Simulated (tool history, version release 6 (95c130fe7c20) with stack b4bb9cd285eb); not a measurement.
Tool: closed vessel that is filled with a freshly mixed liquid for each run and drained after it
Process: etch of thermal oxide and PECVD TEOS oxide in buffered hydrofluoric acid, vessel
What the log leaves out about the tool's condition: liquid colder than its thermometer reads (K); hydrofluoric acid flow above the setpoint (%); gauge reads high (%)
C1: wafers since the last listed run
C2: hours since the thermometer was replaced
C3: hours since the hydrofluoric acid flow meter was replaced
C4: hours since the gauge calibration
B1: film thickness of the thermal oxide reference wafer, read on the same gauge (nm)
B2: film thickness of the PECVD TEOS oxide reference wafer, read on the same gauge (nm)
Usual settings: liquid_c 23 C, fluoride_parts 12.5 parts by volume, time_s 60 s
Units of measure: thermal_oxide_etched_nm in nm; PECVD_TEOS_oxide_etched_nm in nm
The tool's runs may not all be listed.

Run 1, hour 0: usual settings but fluoride_parts 11.5 parts by volume, time_s 75 s; C1 0; C2 1121.5; C3 1105.6; C4 874.4; B1 120; B2 120.04. Result: thermal_oxide_etched_nm 65.89 nm, PECVD_TEOS_oxide_etched_nm 77.25 nm.
Run 2, hour 47: usual settings but fluoride_parts 11.5 parts by volume, time_s 75 s; C1 5138; C2 1168.5; C3 1152.6; C4 921.4; B1 120; B2 120.05. Result: thermal_oxide_etched_nm 66.28 nm, PECVD_TEOS_oxide_etched_nm 77.05 nm.
Run 3, hour 71.9: usual settings but fluoride_parts 11.5 parts by volume, time_s 75 s; C1 2722; C2 1193.4; C3 1177.5; C4 946.3; B1 120; B2 120.03. Result: thermal_oxide_etched_nm 65.94 nm, PECVD_TEOS_oxide_etched_nm 76.89 nm.
Run 4, hour 103.3: usual settings; C1 3432; C2 1224.8; C3 1208.9; C4 977.7; B1 120.01; B2 119.97. Result: thermal_oxide_etched_nm 49.05 nm, PECVD_TEOS_oxide_etched_nm 56.57 nm.
Run 5, hour 246.9: usual settings but liquid_c 25.5 C; C1 15699; C2 1368.4; C3 1352.5; C4 1121.3; B1 119.97; B2 119.98. Result: thermal_oxide_etched_nm 56.11 nm, PECVD_TEOS_oxide_etched_nm 65.04 nm.
Run 6, hour 300.7: usual settings but fluoride_parts 16.5 parts by volume; C1 5881; C2 1422.2; C3 1406.3; C4 1175.1; B1 120.02; B2 120.01. Result: thermal_oxide_etched_nm 37.52 nm, PECVD_TEOS_oxide_etched_nm 43.74 nm.
Run 7, hour 342.8: usual settings but fluoride_parts 16.5 parts by volume; C1 4602; C2 1464.3; C3 1448.4; C4 1217.2; B1 119.98; B2 120.03. Result: thermal_oxide_etched_nm 37.35 nm, PECVD_TEOS_oxide_etched_nm 43.42 nm.
Run 8, hour 380.6: usual settings but fluoride_parts 16.5 parts by volume; C1 4132; C2 1502.1; C3 1486.2; C4 1255; B1 119.98; B2 120.01. Result: thermal_oxide_etched_nm 37.3 nm, PECVD_TEOS_oxide_etched_nm 43.48 nm.
Run 9, hour 433.9: usual settings but liquid_c 19.5 C, fluoride_parts 13.5 parts by volume; C1 5827; C2 1555.4; C3 1539.5; C4 1308.3; B1 120.01; B2 119.97. Result: thermal_oxide_etched_nm 37.2 nm, PECVD_TEOS_oxide_etched_nm 43.79 nm.
Run 10, hour 473.9: usual settings but time_s 70 s; C1 4373; C2 1595.4; C3 1579.5; C4 1348.3; B1 120; B2 120.05. Result: thermal_oxide_etched_nm 57.67 nm, PECVD_TEOS_oxide_etched_nm 66.59 nm.
At hour 501.8: thermometer replaced.
Run 11, hour 508.8: usual settings but liquid_c 24.5 C; C1 3706; C2 7; C3 1614.4; C4 1383.2; B1 119.99; B2 119.98. Result: thermal_oxide_etched_nm 53.13 nm, PECVD_TEOS_oxide_etched_nm 62.5 nm.
Run 12, hour 579.4: usual settings but liquid_c 24.5 C; C1 7718; C2 77.6; C3 1685; C4 1453.8; B1 120; B2 120.02. Result: thermal_oxide_etched_nm 52.92 nm, PECVD_TEOS_oxide_etched_nm 62.72 nm.
Run 13, hour 631.7: usual settings but fluoride_parts 14 parts by volume; C1 5717; C2 129.9; C3 1737.3; C4 1506.1; B1 119.99; B2 119.97. Result: thermal_oxide_etched_nm 44.14 nm, PECVD_TEOS_oxide_etched_nm 51.78 nm.
Run 14, hour 687.2: usual settings but fluoride_parts 11 parts by volume, time_s 40 s; C1 6067; C2 185.4; C3 1792.8; C4 1561.6; B1 120.04; B2 119.98. Result: thermal_oxide_etched_nm 36.82 nm, PECVD_TEOS_oxide_etched_nm 43.48 nm.
Run 15, hour 727.4: usual settings but fluoride_parts 15.5 parts by volume; C1 4394; C2 225.6; C3 1833; C4 1601.8; B1 120.01; B2 119.97. Result: thermal_oxide_etched_nm 39.84 nm, PECVD_TEOS_oxide_etched_nm 46.43 nm.
At hour 784: gauge calibrated.
Run 16, hour 789.1: usual settings but fluoride_parts 14 parts by volume, time_s 30 s; C1 6745; C2 287.3; C3 1894.7; C4 5.1; B1 120.03; B2 120.05. Result: thermal_oxide_etched_nm 22.06 nm, PECVD_TEOS_oxide_etched_nm 25.85 nm.

For run 17, what comes out?
Run 17, hour 826.9: usual settings but liquid_c 19.5 C, fluoride_parts 15 parts by volume, time_s 50 s; C1 4132; C2 325.1; C3 1932.5; C4 42.9; B1 ?; B2 ?. Result: thermal_oxide_etched_nm ?, PECVD_TEOS_oxide_etched_nm ?.

{"run 17": {"B1": 119.98, "B2": 119.99, "thermal_oxide_etched_nm": 28.57, "PECVD_TEOS_oxide_etched_nm": 33.18}}
With the hidden condition absent and the run-to-run variation left alone, this run would have shown thermal_oxide_etched_nm 27.38 nm, PECVD_TEOS_oxide_etched_nm 31.81 nm.

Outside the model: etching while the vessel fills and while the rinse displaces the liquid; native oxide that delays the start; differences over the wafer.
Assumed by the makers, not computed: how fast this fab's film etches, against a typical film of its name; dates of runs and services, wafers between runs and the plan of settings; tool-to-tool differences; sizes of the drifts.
